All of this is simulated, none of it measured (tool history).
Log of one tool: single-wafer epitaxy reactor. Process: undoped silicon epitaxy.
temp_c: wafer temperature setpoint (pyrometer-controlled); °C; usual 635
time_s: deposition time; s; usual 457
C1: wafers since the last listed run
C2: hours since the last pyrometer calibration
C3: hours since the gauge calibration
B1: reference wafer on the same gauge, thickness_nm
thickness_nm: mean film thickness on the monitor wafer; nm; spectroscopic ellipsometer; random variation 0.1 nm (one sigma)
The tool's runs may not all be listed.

run 1 hour=0.0 | temp_c=635 time_s=457 | C1=0 C2=2674.8 C3=372.2 | B1=47.020 | thickness_nm=55.178
run 2 hour=47.8 | temp_c=635 time_s=457 | C1=199 C2=2722.6 C3=420.0 | B1=46.995 | thickness_nm=55.027
run 3 hour=118.4 | temp_c=646 time_s=457 | C1=294 C2=2793.2 C3=490.6 | B1=47.023 | thickness_nm=72.462
run 4 hour=160.0 | temp_c=646 time_s=457 | C1=173 C2=2834.8 C3=532.2 | B1=47.003 | thickness_nm=73.050
run 5 hour=203.0 | temp_c=646 time_s=457 | C1=179 C2=2877.8 C3=575.2 | B1=47.003 | thickness_nm=73.063
-- hour=227.7 gauge calibrated
-- hour=256.0 pyrometer calibrated
run 6 hour=269.8 | temp_c=635 time_s=457 | C1=245 C2=13.8 C3=42.1 | B1=46.965 | thickness_nm=51.282
run 7 hour=295.4 | temp_c=635 time_s=457 | C1=106 C2=39.4 C3=67.7 | B1=46.971 | thickness_nm=51.417
run 8 hour=339.0 | temp_c=647 time_s=422 | C1=181 C2=83.0 C3=111.3 | B1=46.989 | thickness_nm=64.167
run 9 hour=400.0 | temp_c=627 time_s=496 | C1=254 C2=144.0 C3=172.3 | B1=46.969 | thickness_nm=45.412
run 10 hour=471.2 | temp_c=621 time_s=523 | C1=296 C2=215.2 C3=243.5 | B1=46.990 | thickness_nm=40.904
run 11 hour=520.3 | temp_c=635 time_s=490 | C1=204 C2=264.3 C3=292.6 | B1=47.019 | thickness_nm=55.425
run 12 hour=560.7 | temp_c=635 time_s=457 | C1=168 C2=304.7 C3=333.0 | B1=46.996 | thickness_nm=51.709
run 13 hour=611.7 | temp_c=623 time_s=544 | C1=212 C2=355.7 C3=384.0 | B1=46.991 | thickness_nm=45.014
run 14 hour=642.6 | temp_c=625 time_s=490 | C1=128 C2=386.6 C3=414.9 | B1=46.978 | thickness_nm=42.776

How the hidden state differs across the entries between the runs, from the last listed run before each to the first after it:
Between runs 5 and 6: gauge calibrated (hour 227.7); pyrometer calibrated (hour 256.0)
  wafer temperature above the value expected at the setpoint (K): 2.96 -> -0.0425
  measured less the result without the state, thickness_nm: +5.183 -> -0.056 nm
